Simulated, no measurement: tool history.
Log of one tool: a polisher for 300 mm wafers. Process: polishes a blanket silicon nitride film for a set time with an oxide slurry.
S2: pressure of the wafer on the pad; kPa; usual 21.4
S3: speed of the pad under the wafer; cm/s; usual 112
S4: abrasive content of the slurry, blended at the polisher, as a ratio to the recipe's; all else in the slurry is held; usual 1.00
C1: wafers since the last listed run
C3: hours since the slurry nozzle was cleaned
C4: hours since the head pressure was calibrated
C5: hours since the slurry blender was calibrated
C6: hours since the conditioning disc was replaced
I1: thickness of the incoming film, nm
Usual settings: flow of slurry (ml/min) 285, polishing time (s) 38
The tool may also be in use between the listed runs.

Run 1, hour 0.0: usual settings; C1 0; wafers polished on this pad 626; C3 225.8; C4 116.3; C5 39.7; C6 359.8; I1 262.6. Result: film removed (nm) 23.0.
Run 2, hour 47.7: usual settings but polishing time (s) 43; C1 413; wafers polished on this pad 1039; C3 273.5; C4 164.0; C5 87.4; C6 407.5; I1 258.1. Result: film removed (nm) 26.8.
Run 3, hour 112.6: usual settings but polishing time (s) 42; C1 562; wafers polished on this pad 1602; C3 338.4; C4 228.9; C5 152.3; C6 472.4; I1 258.9. Result: film removed (nm) 25.9.
At hour 120.6: conditioning disc replaced and pad reconditioned.
Run 4, hour 173.5: usual settings but S2 13.8 kPa; C1 510; wafers polished on this pad 2112; C3 399.3; C4 289.8; C5 213.2; C6 52.9; I1 261.8. Result: film removed (nm) 18.0.
Run 5, hour 235.4: usual settings but S2 27.6 kPa, S3 140 cm/s, S4 1.30; C1 536; wafers polished on this pad 2648; C3 461.2; C4 351.7; C5 275.1; C6 114.8; I1 258.6. Result: film removed (nm) 33.2.
Run 6, hour 284.2: usual settings but S3 126 cm/s; C1 422; wafers polished on this pad 3071; C3 510.0; C4 400.5; C5 323.9; C6 163.6; I1 255.6. Result: film removed (nm) 24.6.
Run 7, hour 315.1: usual settings; C1 267; wafers polished on this pad 3339; C3 540.9; C4 431.4; C5 354.8; C6 194.5; I1 261.9. Result: film removed (nm) 22.3.
Run 8, hour 365.6: usual settings but S3 146 cm/s; C1 437; wafers polished on this pad 3777; C3 591.4; C4 481.9; C5 405.3; C6 245.0; I1 261.5. Result: film removed (nm) 26.5.
Run 9, hour 427.5: usual settings but flow of slurry (ml/min) 215, S2 19.3 kPa, S3 142 cm/s, polishing time (s) 30; C1 536; wafers polished on this pad 4313; C3 653.3; C4 543.8; C5 467.2; C6 306.9; I1 260.3. Result: film removed (nm) 18.6.
At hour 447.9: slurry nozzle cleaned.
At hour 469.6: slurry blender recalibrated.
Run 10, hour 477.8: usual settings but flow of slurry (ml/min) 205, S2 15.2 kPa, S3 86 cm/s, polishing time (s) 51; C1 409; wafers polished on this pad 4723; C3 29.9; C4 594.1; C5 8.2; C6 357.2; I1 258.5. Result: film removed (nm) 21.4.
At hour 499.6: worn pad replaced by a new one.
Run 11, hour 534.9: usual settings but S4 0.80, polishing time (s) 47; C1 460; wafers polished on this pad 306; C3 87.0; C4 651.2; C5 65.3; C6 414.3; I1 263.7. Result: film removed (nm) 27.0.
Run 12, hour 568.7: usual settings but flow of slurry (ml/min) 190; C1 292; wafers polished on this pad 598; C3 120.8; C4 685.0; C5 99.1; C6 448.1; I1 257.6. Result: film removed (nm) 22.0.
Run 13, hour 600.6: usual settings; C1 276; wafers polished on this pad 875; C3 152.7; C4 716.9; C5 131.0; C6 480.0; I1 261.0. Result: film removed (nm) 23.3.
At hour 614.0: conditioning disc replaced and pad reconditioned.
Run 14, hour 665.1: usual settings; C1 541; wafers polished on this pad 1416; C3 217.2; C4 781.4; C5 195.5; C6 51.1; I1 260.0. Result: film removed (nm) 22.5.
Run 15, hour 732.1: usual settings but flow of slurry (ml/min) 360; C1 580; wafers polished on this pad 1997; C3 284.2; C4 848.4; C5 262.5; C6 118.1; I1 261.1. Result: film removed (nm) 23.8.
Run 16, hour 761.5: usual settings; C1 254; wafers polished on this pad 2252; C3 313.6; C4 877.8; C5 291.9; C6 147.5; I1 259.8. Result: film removed (nm) 22.8.
Run 17, hour 829.0: usual settings but S2 23.4 kPa, S4 1.20; C1 584; wafers polished on this pad 2837; C3 381.1; C4 945.3; C5 359.4; C6 215.0; I1 264.2. Result: film removed (nm) 25.3.
Run 18, hour 887.5: usual settings but flow of slurry (ml/min) 185; C1 506; wafers polished on this pad 3343; C3 439.6; C4 1003.8; C5 417.9; C6 273.5; I1 259.5. Result: film removed (nm) 21.3.
Run 19, hour 931.4: usual settings but flow of slurry (ml/min) 310, S2 18.6 kPa; C1 380; wafers polished on this pad 3724; C3 483.5; C4 1047.7; C5 461.8; C6 317.4; I1 259.0. Result: film removed (nm) 20.4.
At hour 967.2: head pressure recalibrated.
Run 20, hour 974.9: usual settings but flow of slurry (ml/min) 320, S2 28.3 kPa, S3 134 cm/s, polishing time (s) 31; C1 359; wafers polished on this pad 4083; C3 527.0; C4 7.7; C5 505.3; C6 360.9; I1 260.6. Result: film removed (nm) 24.6.
Run 21, hour 1029.6: usual settings; C1 473; wafers polished on this pad 4557; C3 581.7; C4 62.4; C5 560.0; C6 415.6; I1 261.5. Result: film removed (nm) 21.1.
Run 22, hour 1060.0: usual settings; C1 263; wafers polished on this pad 4821; C3 612.1; C4 92.8; C5 590.4; C6 446.0; I1 258.5. Result: film removed (nm) 21.5.
At hour 1071.8: slurry blender recalibrated.
At hour 1123.6: worn pad replaced by a new one.
At hour 1143.4: conditioning disc replaced and pad reconditioned.
Run 23, hour 1240.9: usual settings; C1 1498; wafers polished on this pad 998; C3 793.0; C4 273.7; C5 169.1; C6 97.5; I1 260.5. Result: film removed (nm) 22.8.
At hour 1295.3: slurry nozzle cleaned.
Run 24, hour 1455.0: usual settings but flow of slurry (ml/min) 325, S3 146 cm/s; C1 1846; wafers polished on this pad 2845; C3 159.7; C4 487.8; C5 383.2; C6 311.6; I1 262.0. Result: film removed (nm) 26.7.
Run 25, hour 1497.6: usual settings but S4 1.25, polishing time (s) 51; C1 369; wafers polished on this pad 3214; C3 202.3; C4 530.4; C5 425.8; C6 354.2; I1 260.3. Result: film removed (nm) 31.8.

4 ways to go on from here, each from the tool as it stands after run 25. What would each give?
Run A, hour 1498.0: usual settings; C1 3; wafers polished on this pad 3217; C3 202.7; C4 530.8; C5 426.2; C6 354.6; I1 261.3. Result: film removed (nm) ?.
Run B, hour 1498.0: usual settings but S2 17.2 kPa, S3 100 cm/s, S4 1.25, polishing time (s) 32; C1 3; wafers polished on this pad 3217; C3 202.7; C4 530.8; C5 426.2; C6 354.6; I1 261.3. Result: film removed (nm) ?.
Run C, hour 1498.0: usual settings but flow of slurry (ml/min) 230, S4 1.10, polishing time (s) 49; C1 3; wafers polished on this pad 3217; C3 202.7; C4 530.8; C5 426.2; C6 354.6; I1 261.3. Result: film removed (nm) ?.
Run D, hour 1498.0: usual settings but S2 25.5 kPa; C1 3; wafers polished on this pad 3217; C3 202.7; C4 530.8; C5 426.2; C6 354.6; I1 261.3. Result: film removed (nm) ?.

run  film removed (nm)
  A               22.3
  B               16.7
  C               29.1
  D               24.9
Without the tool's hidden state the same runs would have given:
run  film removed (nm)
  A               23.5
  B               17.6
  C               30.6
  D               26.2
